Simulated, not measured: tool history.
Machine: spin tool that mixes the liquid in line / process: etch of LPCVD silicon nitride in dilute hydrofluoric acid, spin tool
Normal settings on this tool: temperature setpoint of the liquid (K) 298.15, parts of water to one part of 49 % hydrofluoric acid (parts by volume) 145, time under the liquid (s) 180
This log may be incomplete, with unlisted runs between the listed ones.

run     day  temperature setpoint of the liquid (K)  parts of water to one part of 49 % hydrofluoric acid (parts by volume)  time under the liquid (s)  wafers since the last listed run  hours since the thermometer was replaced  hours since the hydrofluoric acid flow meter was replaced  hours since the gauge calibration  read-back film thickness of the LPCVD silicon nitride reference wafer, read on the same gauge (nm)  thickness taken off the LPCVD silicon nitride on a monitor wafer (nm)
  1   0.000                                  298.15                                                                     145                        180                                 0                                     771.8                                                     1310.1                               37.2                                                                                              70.011                                                                  0.647
  2   1.588                                  298.15                                                                     145                        180                               175                                     809.9                                                     1348.2                               75.3                                                                                              70.001                                                                  0.627
  3   1.908                                  298.15                                                                     145                        180                                35                                     817.6                                                     1355.9                               83.0                                                                                              69.987                                                                  0.610
  4   2.642                                  298.15                                                                     145                        180                                81                                     835.2                                                     1373.5                              100.6                                                                                              69.985                                                                  0.635
  5   2.954                                  298.15                                                                     145                        180                                34                                     842.7                                                     1381.0                              108.1                                                                                              70.017                                                                  0.672
  6   3.517                                  298.15                                                                     145                        180                                62                                     856.2                                                     1394.5                              121.6                                                                                              70.002                                                                  0.633
  7   3.871                                  298.15                                                                     145                        105                                39                                     864.7                                                     1403.0                              130.1                                                                                              70.009                                                                  0.381
  8   4.562                                  298.15                                                                     145                        180                                76                                     881.3                                                     1419.6                              146.7                                                                                              70.008                                                                  0.603
  9   5.000                                  298.15                                                                     145                        180                                48                                     891.8                                                     1430.1                              157.2                                                                                              69.975                                                                  0.658
 10   5.688                                  298.15                                                                     145                        180                                76                                     908.3                                                     1446.6                              173.7                                                                                              69.982                                                                  0.655
 11   6.088                                  298.15                                                                     145                        180                                44                                     917.9                                                     1456.2                              183.3                                                                                              69.993                                                                  0.658
 12   6.412                                  298.15                                                                     145                        180                                35                                     925.7                                                     1464.0                              191.1                                                                                              69.980                                                                  0.638
 13   7.396                                  298.15                                                                     145                        180                               108                                     949.3                                                     1487.6                              214.7                                                                                              69.991                                                                  0.632
 14   7.796                                  298.15                                                                     145                        180                                44                                     958.9                                                     1497.2                              224.3                                                                                              70.007                                                                  0.646
 15   8.296                                  298.15                                                                     145                        180                                55                                     970.9                                                     1509.2                              236.3                                                                                              70.024                                                                  0.605
 16   8.892                                  294.15                                                                     145                        260                                65                                     985.2                                                     1523.5                              250.6                                                                                              69.989                                                                  0.673
      9.517  -- hydrofluoric acid flow meter replaced
      9.729  -- thermometer replaced
 17  10.575                                  294.15                                                                     145                        180                               176                                      20.3                                                       25.4                              291.0                                                                                              69.991                                                                  0.494
 18  11.088                                  301.65                                                                     200                        180                                56                                      32.6                                                       37.7                              303.3                                                                                              70.030                                                                  0.562
 19  11.688                                  298.15                                                                     145                        180                                66                                      47.0                                                       52.1                              317.7                                                                                              69.995                                                                  0.644
 20  12.288                                  298.15                                                                     145                        180                                66                                      61.4                                                       66.5                              332.1                                                                                              69.973                                                                  0.651
     12.500  -- gauge calibrated
 21  13.579                                  302.65                                                                     145                        180                               142                                      92.4                                                       97.5                               25.9                                                                                              70.010                                                                  0.821
 22  14.104                                  303.15                                                                     165                        100                                58                                     105.0                                                      110.1                               38.5                                                                                              69.983                                                                  0.433
 23  14.800                                  298.15                                                                     145                        180                                76                                     121.7                                                      126.8                               55.2                                                                                              70.017                                                                  0.659
 24  15.121                                  298.15                                                                     145                        180                                35                                     129.4                                                      134.5                               62.9                                                                                              70.037                                                                  0.664
 25  15.771                                  298.15                                                                     145                        180                                71                                     145.0                                                      150.1                               78.5                                                                                              69.964                                                                  0.595
 26  16.462                                  298.15                                                                     145                        105                                76                                     161.6                                                      166.7                               95.1                                                                                              70.000                                                                  0.360
 27  17.204                                  295.65                                                                     180                         90                                82                                     179.4                                                      184.5                              112.9                                                                                              70.016                                                                  0.212
 28  17.696                                  300.65                                                                     145                         70                                54                                     191.2                                                      196.3                              124.7                                                                                              69.972                                                                  0.281
 29  18.079                                  298.15                                                                     195                        145                                42                                     200.4                                                      205.5                              133.9                                                                                              69.975                                                                  0.369
 30  18.662                                  294.15                                                                     145                        250                                64                                     214.4                                                      219.5                              147.9                                                                                              70.006                                                                  0.614
 31  19.404                                  302.65                                                                     145                        120                                82                                     232.2                                                      237.3                              165.7                                                                                              70.015                                                                  0.592
 32  21.025                                  298.15                                                                     175                        180                               179                                     271.1                                                      276.2                              204.6                                                                                              69.967                                                                  0.510
 33  21.562                                  301.65                                                                     125                        120                                59                                     284.0                                                      289.1                              217.5                                                                                              69.994                                                                  0.611

Alternative continuations, all from the tool just after run 33; predict every row:
  A  21.583                                  298.15                                                                     145                        180                                 2                                     284.5                                                      289.6                              218.0                                                                                                   ?                                                                      ?
  B  21.583                                  303.15                                                                     105                        180                                 2                                     284.5                                                      289.6                              218.0                                                                                                   ?                                                                      ?
  C  21.583                                  298.15                                                                     195                        180                                 2                                     284.5                                                      289.6                              218.0                                                                                                   ?                                                                      ?

run  read-back film thickness of the LPCVD silicon nitride reference wafer, read on the same gauge (nm)  thickness taken off the LPCVD silicon nitride on a monitor wafer (nm)
  A                                                                                              70.000                                                                  0.630
  B                                                                                              70.000                                                                  1.194
  C                                                                                              70.000                                                                  0.469
Stripped of hidden state, with their random variation kept, the same runs would have yielded:
run  thickness taken off the LPCVD silicon nitride on a monitor wafer (nm)
  A                                                                  0.630
  B                                                                  1.194
  C                                                                  0.469
